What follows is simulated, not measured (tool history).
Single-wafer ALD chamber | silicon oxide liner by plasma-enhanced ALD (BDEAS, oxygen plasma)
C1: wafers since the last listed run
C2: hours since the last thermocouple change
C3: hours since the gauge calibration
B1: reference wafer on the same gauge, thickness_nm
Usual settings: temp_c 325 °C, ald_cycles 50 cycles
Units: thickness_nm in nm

run 1 hour=0.0 | temp_c=325 ald_cycles=50 | C1=0 C2=1946.7 C3=248.4 | B1=4.080 | thickness_nm=4.382
run 2 hour=17.5 | temp_c=325 ald_cycles=50 | C1=154 C2=1964.2 C3=265.9 | B1=4.083 | thickness_nm=4.369
run 3 hour=51.5 | temp_c=325 ald_cycles=54 | C1=300 C2=1998.2 C3=299.9 | B1=4.082 | thickness_nm=4.699
run 4 hour=75.6 | temp_c=325 ald_cycles=54 | C1=212 C2=2022.3 C3=324.0 | B1=4.081 | thickness_nm=4.739
run 5 hour=90.3 | temp_c=325 ald_cycles=50 | C1=129 C2=2037.0 C3=338.7 | B1=4.080 | thickness_nm=4.391
run 6 hour=117.0 | temp_c=325 ald_cycles=50 | C1=235 C2=2063.7 C3=365.4 | B1=4.079 | thickness_nm=4.372
-- hour=131.9 gauge calibrated
run 7 hour=149.3 | temp_c=330 ald_cycles=50 | C1=285 C2=2096.0 C3=17.4 | B1=4.080 | thickness_nm=4.332
run 8 hour=170.9 | temp_c=330 ald_cycles=50 | C1=190 C2=2117.6 C3=39.0 | B1=4.079 | thickness_nm=4.338
run 9 hour=202.0 | temp_c=330 ald_cycles=50 | C1=274 C2=2148.7 C3=70.1 | B1=4.079 | thickness_nm=4.339
run 10 hour=234.8 | temp_c=317 ald_cycles=50 | C1=289 C2=2181.5 C3=102.9 | B1=4.078 | thickness_nm=4.430
run 11 hour=260.9 | temp_c=317 ald_cycles=50 | C1=230 C2=2207.6 C3=129.0 | B1=4.080 | thickness_nm=4.442
run 12 hour=281.3 | temp_c=325 ald_cycles=50 | C1=180 C2=2228.0 C3=149.4 | B1=4.081 | thickness_nm=4.370
run 13 hour=305.0 | temp_c=325 ald_cycles=50 | C1=209 C2=2251.7 C3=173.1 | B1=4.081 | thickness_nm=4.354
run 14 hour=335.0 | temp_c=325 ald_cycles=50 | C1=264 C2=2281.7 C3=203.1 | B1=4.078 | thickness_nm=4.379
run 15 hour=369.4 | temp_c=325 ald_cycles=46 | C1=303 C2=2316.1 C3=237.5 | B1=4.080 | thickness_nm=4.007
run 16 hour=399.1 | temp_c=325 ald_cycles=50 | C1=262 C2=2345.8 C3=267.2 | B1=4.081 | thickness_nm=4.374
-- hour=413.6 thermocouple changed; heater temperature recalibrated
run 17 hour=422.6 | temp_c=325 ald_cycles=50 | C1=136 C2=9.0 C3=290.7 | B1=4.081 | thickness_nm=4.390
run 18 hour=447.5 | temp_c=312 ald_cycles=50 | C1=219 C2=33.9 C3=315.6 | B1=4.080 | thickness_nm=4.461
run 19 hour=469.9 | temp_c=325 ald_cycles=50 | C1=197 C2=56.3 C3=338.0 | B1=4.076 | thickness_nm=4.385
-- hour=487.7 gauge calibrated
run 20 hour=502.1 | temp_c=316 ald_cycles=55 | C1=284 C2=88.5 C3=14.4 | B1=4.079 | thickness_nm=4.866
run 21 hour=516.3 | temp_c=325 ald_cycles=53 | C1=125 C2=102.7 C3=28.6 | B1=4.079 | thickness_nm=4.643
run 22 hour=542.8 | temp_c=335 ald_cycles=44 | C1=233 C2=129.2 C3=55.1 | B1=4.078 | thickness_nm=3.774

Run 23 comes next. What will it give?
run 23 hour=574.1 | temp_c=325 ald_cycles=58 | C1=276 C2=160.5 C3=86.4 | B1=? | thickness_nm=?

B1: 4.079
thickness_nm: 5.062 nm
Without the tool's hidden state the same run would have given thickness_nm 5.062 nm.
